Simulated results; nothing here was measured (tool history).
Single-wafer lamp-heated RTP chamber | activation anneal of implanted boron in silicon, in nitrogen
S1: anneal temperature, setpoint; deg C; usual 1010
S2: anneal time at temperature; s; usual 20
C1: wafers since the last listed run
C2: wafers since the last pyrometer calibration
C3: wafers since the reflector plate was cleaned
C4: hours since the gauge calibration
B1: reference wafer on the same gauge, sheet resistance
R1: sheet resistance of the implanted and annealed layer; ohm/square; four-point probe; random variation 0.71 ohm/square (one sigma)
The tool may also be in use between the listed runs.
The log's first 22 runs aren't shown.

run   hour    S1  S2   C1    C2     C3     C4      B1      R1
 23    301   980  31  257  2465  11988   46.2   399.1  485.23
 24  309.7  1018  28  148  2613  12136   54.9  398.92  472.04
 25  317.7  1021  31  136  2749  12272   62.9  399.14  470.88
 26  330.2  1027  15  212  2962  12485   75.4  399.25   472.1
     356.2  -- reflector plate cleaned
 27  378.3  1010  20  682  3645    376  123.5  398.82  474.01
 28  386.9  1010  20  146  3791    522  132.1  399.02   473.9
 29  395.2  1039  31  141  3933    664  140.4  398.76  469.39
 30  405.3  1037  15  171  4105    836  150.5  398.81  471.66
 31    423   982  15  301  4406   1137  168.2  398.37   488.5
 32  435.6  1010  20  214  4620   1352  180.8  398.39  472.72
 33    447  1010  20  194  4815   1546  192.2  398.34   472.4
 34  453.3  1033  10  107  4922   1653  198.5  398.11  471.66
 35    464   988  20  182  5104   1835  209.2  398.17  481.19
 36    475  1033  31  187  5291   2022  220.2   398.1  468.41
 37  487.5  1022  20  212  5504   2235  232.7  397.99  471.27
     496.6  -- pyrometer window cleaned and pyrometer calibrated
 38  497.2  1010  20   28     9   2264  242.4  397.79  472.57

3 ways to go on from here, each from the tool as it stands after run 38. What would each give?
  A  497.6  1010  15   6  16  2271  242.8   ?   ?
  B  497.6   998  20   6  16  2271  242.8   ?   ?
  C  497.6   994  13   6  16  2271  242.8   ?   ?

run      B1      R1
  A  397.83  473.53
  B  397.83   475.9
  C  397.83  479.84
Without the tool's hidden state the same runs would have given:
run      R1
  A  474.93
  B  477.31
  C  481.26

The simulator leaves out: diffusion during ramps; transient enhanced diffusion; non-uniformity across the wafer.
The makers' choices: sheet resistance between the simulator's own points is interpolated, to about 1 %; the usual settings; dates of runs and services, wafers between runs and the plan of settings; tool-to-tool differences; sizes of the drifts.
